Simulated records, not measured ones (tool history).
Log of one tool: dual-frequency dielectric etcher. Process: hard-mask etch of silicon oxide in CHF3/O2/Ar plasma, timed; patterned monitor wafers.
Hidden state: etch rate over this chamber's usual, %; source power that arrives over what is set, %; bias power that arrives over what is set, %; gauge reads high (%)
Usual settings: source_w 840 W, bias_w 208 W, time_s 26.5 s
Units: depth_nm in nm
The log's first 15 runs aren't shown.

run	hour	source_w	bias_w	time_s	wafers since the last listed run	hours since the last wet clean	hours since the last source power generator calibration	hours since the last bias power generator calibration	hours since the last upper electrode change	hours since the gauge calibration	read-back reference wafer on the same gauge, depth_nm	depth_nm
16	438.6	740	208	26.5	400	316.8	5366.5	4505.5	224	438.3	55.7	55.9
17	465.6	840	208	26.5	578	343.8	5393.5	4532.5	251	465.3	55.8	60.5
18	485	670	193	26.5	416	363.2	5412.9	4551.9	270.4	484.7	55.7	50.9
# hour 511.6: bias power generator calibrated
19	516.3	660	230	23	585	394.5	5444.2	4.7	301.7	516	55.7	46.3
20	531.2	840	208	26.5	319	409.4	5459.1	19.6	316.6	530.9	55.7	60.4
21	549.1	1040	208	26.5	383	427.3	5477	37.5	334.5	548.8	55.7	68.2
# hour 554.5: source power generator calibrated
22	633.2	840	208	29.5	1717	511.4	78.7	121.6	418.6	632.9	55.7	67.1
23	665.9	1040	244	23	701	544.1	111.4	154.3	451.3	665.6	55.7	62.2
24	693	1000	246	24.5	581	571.2	138.5	181.4	478.4	692.7	55.7	65.1
25	709.1	840	208	26.5	345	587.3	154.6	197.5	494.5	708.8	55.7	60.1
26	739.6	1000	170	31.5	654	617.8	185.1	228	525	739.3	55.7	74.7
27	774.8	840	208	26.5	754	653	220.3	263.2	560.2	774.5	55.7	60.2
28	792.4	1000	170	31.5	377	670.6	237.9	280.8	577.8	792.1	55.7	74.9
29	808	1030	177	29	334	686.2	253.5	296.4	593.4	807.7	55.6	70.7
# hour 837.6: wet clean of the chamber
30	842.6	760	188	26.5	227	5	288.1	331	628	842.3	55.7	54.9

Forecast each of these 4 alternatives for the next run:
A	843	840	208	26.5	8	5.4	288.5	331.4	628.4	842.7	?	?
B	843	890	208	21	8	5.4	288.5	331.4	628.4	842.7	?	?
C	843	840	245	26.5	8	5.4	288.5	331.4	628.4	842.7	?	?
D	843	840	208	18.5	8	5.4	288.5	331.4	628.4	842.7	?	?

run	read-back reference wafer on the same gauge, depth_nm	depth_nm
A	55.7	60.3
B	55.7	49.5
C	55.7	63.5
D	55.7	42.1
Without the tool's hidden state the same runs would have given:
run	depth_nm
A	60.3
B	49.5
C	63.5
D	42.1

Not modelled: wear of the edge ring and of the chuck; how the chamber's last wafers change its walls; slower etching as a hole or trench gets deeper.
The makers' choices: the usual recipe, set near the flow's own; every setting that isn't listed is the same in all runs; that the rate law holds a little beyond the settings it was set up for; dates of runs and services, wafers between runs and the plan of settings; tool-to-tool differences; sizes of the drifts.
